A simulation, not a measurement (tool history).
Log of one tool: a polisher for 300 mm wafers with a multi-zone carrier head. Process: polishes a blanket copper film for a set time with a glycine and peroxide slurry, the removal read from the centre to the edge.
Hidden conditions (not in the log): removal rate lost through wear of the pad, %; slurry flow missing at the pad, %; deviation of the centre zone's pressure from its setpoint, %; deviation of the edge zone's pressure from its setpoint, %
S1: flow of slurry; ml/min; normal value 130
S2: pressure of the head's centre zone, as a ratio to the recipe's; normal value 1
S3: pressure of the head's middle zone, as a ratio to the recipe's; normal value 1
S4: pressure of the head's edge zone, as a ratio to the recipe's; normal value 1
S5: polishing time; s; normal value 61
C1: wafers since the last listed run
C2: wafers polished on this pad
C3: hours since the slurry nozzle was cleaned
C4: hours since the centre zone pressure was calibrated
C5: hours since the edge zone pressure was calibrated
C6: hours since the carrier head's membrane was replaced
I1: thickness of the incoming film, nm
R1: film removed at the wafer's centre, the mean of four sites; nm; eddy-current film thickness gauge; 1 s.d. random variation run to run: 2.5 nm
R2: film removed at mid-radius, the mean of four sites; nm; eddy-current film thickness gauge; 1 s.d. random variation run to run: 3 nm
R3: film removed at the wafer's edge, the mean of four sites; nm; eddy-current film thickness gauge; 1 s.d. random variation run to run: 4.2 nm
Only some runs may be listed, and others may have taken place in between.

| run | day | S1 | S2 | S3 | S4 | S5 | C1 | C2 | C3 | C4 | C5 | C6 | I1 | R1 | R2 | R3 |
|---|---|---|---|---|---|---|---|---|---|---|---|---|---|---|---|---|
| 1 | 0 | 130 | 0.97 | 1 | 1 | 61 | 0 | 873 | 244.5 | 1046.1 | 1031.5 | 1023.1 | 1873.4 | 338.9 | 347.5 | 353.2 |
|  | 0.725 | carrier head's membrane replaced by a new one |
| 2 | 0.912 | 130 | 0.97 | 1 | 1 | 61 | 167 | 1040 | 266.4 | 1068 | 1053.4 | 4.5 | 1932.7 | 338 | 342.3 | 354.6 |
|  | 1.571 | worn pad replaced by a new one |
| 3 | 2.025 | 130 | 0.97 | 1 | 1 | 61 | 225 | 108 | 293.1 | 1094.7 | 1080.1 | 31.2 | 1884.3 | 346.6 | 351.2 | 360 |
| 4 | 3.262 | 130 | 1 | 1 | 1 | 61 | 294 | 403 | 322.8 | 1124.4 | 1109.8 | 60.9 | 1907.2 | 358.1 | 348.7 | 352.9 |
|  | 3.429 | centre zone pressure recalibrated |
| 5 | 4.396 | 130 | 1 | 1 | 1 | 61 | 250 | 653 | 350 | 23.2 | 1137 | 88.1 | 1910.9 | 351 | 349.6 | 353.1 |
| 6 | 5.229 | 130 | 1 | 1 | 1 | 61 | 198 | 851 | 370 | 43.2 | 1157 | 108.1 | 1883.6 | 349.2 | 345.7 | 357.7 |
| 7 | 5.9 | 130 | 1 | 1 | 1 | 61 | 159 | 1011 | 386.1 | 59.3 | 1173.1 | 124.2 | 1915.8 | 346.7 | 343.3 | 349.5 |
| 8 | 6.796 | 130 | 1 | 0.92 | 1 | 81 | 213 | 1224 | 407.6 | 80.8 | 1194.6 | 145.7 | 1917.4 | 456.9 | 420 | 472.5 |
|  | 7.604 | worn pad replaced by a new one |
| 9 | 7.642 | 145 | 1 | 0.89 | 0.91 | 53 | 161 | 9 | 427.9 | 101.1 | 1214.9 | 166 | 1907.5 | 313.9 | 284.3 | 298.5 |
| 10 | 8.388 | 130 | 0.94 | 0.97 | 1 | 61 | 177 | 186 | 445.8 | 119 | 1232.8 | 183.9 | 1898.3 | 332.6 | 345.1 | 363.6 |
| 11 | 9.604 | 130 | 0.92 | 1.04 | 1 | 61 | 289 | 476 | 475 | 148.2 | 1262 | 213.1 | 1877.8 | 325.3 | 357.1 | 359.9 |
| 12 | 10.588 | 130 | 1 | 1 | 1 | 61 | 234 | 710 | 498.6 | 171.8 | 1285.6 | 236.7 | 1923.6 | 351.7 | 343.5 | 355.3 |
| 13 | 11.533 | 130 | 1.07 | 1 | 0.92 | 67 | 225 | 936 | 521.3 | 194.5 | 1308.3 | 259.4 | 1913.8 | 405.6 | 382.7 | 370.5 |
|  | 12.971 | worn pad replaced by a new one |
| 14 | 12.992 | 170 | 1 | 1 | 1 | 69 | 307 | 5 | 556.3 | 229.5 | 1343.3 | 294.4 | 1871.7 | 423.3 | 419.2 | 419 |
|  | 13.138 | slurry nozzle cleaned |
|  | 14.167 | edge zone pressure recalibrated |
| 15 | 14.262 | 85 | 1.06 | 1 | 1 | 42 | 272 | 278 | 27 | 260 | 2.3 | 324.9 | 1858.8 | 228.4 | 215.3 | 230.8 |
| 16 | 14.85 | 130 | 1 | 1 | 1 | 61 | 139 | 418 | 41.1 | 274.1 | 16.4 | 339 | 1895.4 | 352.1 | 349.7 | 354.2 |
| 17 | 16.054 | 130 | 1 | 1 | 1 | 61 | 286 | 704 | 70 | 303 | 45.3 | 367.9 | 1877.5 | 352.7 | 347.4 | 353 |
| 18 | 17.283 | 155 | 1 | 1 | 1 | 61 | 292 | 997 | 99.5 | 332.5 | 74.8 | 397.4 | 1869.2 | 357.8 | 361.2 | 363.2 |
| 19 | 17.854 | 120 | 1 | 1 | 1 | 43 | 135 | 1133 | 113.2 | 346.2 | 88.5 | 411.1 | 1898.6 | 239.9 | 237.3 | 240.1 |
|  | 18.558 | worn pad replaced by a new one |
| 20 | 18.583 | 130 | 1.11 | 1 | 1 | 44 | 133 | 6 | 130.7 | 363.7 | 106 | 428.6 | 1865 | 286.1 | 254.3 | 259.1 |
| 21 | 19.317 | 130 | 1 | 1 | 1 | 53 | 174 | 180 | 148.3 | 381.3 | 123.6 | 446.2 | 1905.3 | 306.1 | 304 | 316.7 |
| 22 | 20.079 | 130 | 1 | 1 | 1 | 61 | 181 | 362 | 166.6 | 399.6 | 141.9 | 464.5 | 1899.3 | 352.7 | 350.7 | 358 |
| 23 | 21.396 | 175 | 1 | 1 | 1 | 80 | 313 | 675 | 198.2 | 431.2 | 173.5 | 496.1 | 1865.9 | 494 | 480.5 | 481.4 |

Measured result minus the same run's result without the hidden state. Both carry the same run-to-run variation, though not necessarily the same gauge scatter:
| run | R1 | R2 | R3 |
|---|---|---|---|
| 1 | -7.1 | -7.3 | -7.4 |
| 2 | -8.8 | -8.9 | -9.3 |
| 3 | -1.9 | -1.9 | -2 |
| 4 | -4.4 | -4.3 | -4.4 |
| 5 | -6.5 | -6.6 | -6.5 |
| 6 | -8.1 | -8 | -8.3 |
| 7 | -9.4 | -9.3 | -9.4 |
| 8 | -14.7 | -13.6 | -15.2 |
| 9 | -0.4 | -0.4 | -0.4 |
| 10 | -1.8 | -1.9 | -2 |
| 11 | -4 | -4.4 | -4.3 |
| 12 | -6.1 | -6 | -6.3 |
| 13 | -9.3 | -8.8 | -8.5 |
| 14 | -2.5 | -2.5 | -2.5 |
| 15 | -3 | -2.8 | -3.1 |
| 16 | -5.7 | -5.7 | -5.8 |
| 17 | -8.1 | -8 | -8.1 |
| 18 | -10.7 | -10.8 | -10.9 |
| 19 | -7.9 | -7.9 | -8 |
| 20 | -0.7 | -0.7 | -0.6 |
| 21 | -2 | -2 | -2 |
| 22 | -3.8 | -3.7 | -3.8 |
| 23 | -8.9 | -8.6 | -8.6 |
